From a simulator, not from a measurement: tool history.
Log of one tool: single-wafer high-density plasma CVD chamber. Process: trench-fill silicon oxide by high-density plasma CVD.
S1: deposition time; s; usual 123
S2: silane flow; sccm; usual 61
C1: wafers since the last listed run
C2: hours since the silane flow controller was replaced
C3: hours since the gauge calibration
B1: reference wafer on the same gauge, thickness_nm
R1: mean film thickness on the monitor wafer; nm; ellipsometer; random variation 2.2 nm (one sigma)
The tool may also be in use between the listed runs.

run	hour	S1	S2	C1	C2	C3	B1	R1
1	0	123	69	0	1082	161.2	907.028	888.868
2	78.2	133	61	1023	1160.2	239.4	907.061	898.364
3	94.8	123	61	217	1176.8	256	907.76	828.984
4	116.1	111	61	278	1198.1	277.3	907.519	748.714
5	142.8	113	61	349	1224.8	304	906.946	761.211
6	163.9	113	61	276	1245.9	325.1	905.936	762.731
7	198.7	113	61	455	1280.7	359.9	906.236	760.98
8	231.1	123	61	423	1313.1	392.3	908.07	830.403
9	263.7	123	61	426	1345.7	424.9	907.69	826.75
10	298.2	123	68	451	1380.2	459.4	907.22	882.349
11	329.2	123	61	405	1411.2	490.4	906.014	828.773
12	379.8	107	53	662	1461.8	541	907.563	667.028
# hour 390.7: silane flow controller replaced
13	404	146	61	211	13.3	565.2	906.872	1009.059
14	417.6	123	61	177	26.9	578.8	907.083	850.052
# hour 444.9: gauge calibrated
15	446.4	132	52	376	55.7	1.5	907.619	835.507
16	472.9	101	53	346	82.2	28	907.298	642.419
17	501.6	131	53	375	110.9	56.7	906.904	839.019

The next listed run, before its measurement:
18	535.6	117	66	444	144.9	90.7	?	?

Run 18 gave B1 906.834, R1 842.052 nm.
Without the tool's hidden state the same run would have given R1 851.699 nm.

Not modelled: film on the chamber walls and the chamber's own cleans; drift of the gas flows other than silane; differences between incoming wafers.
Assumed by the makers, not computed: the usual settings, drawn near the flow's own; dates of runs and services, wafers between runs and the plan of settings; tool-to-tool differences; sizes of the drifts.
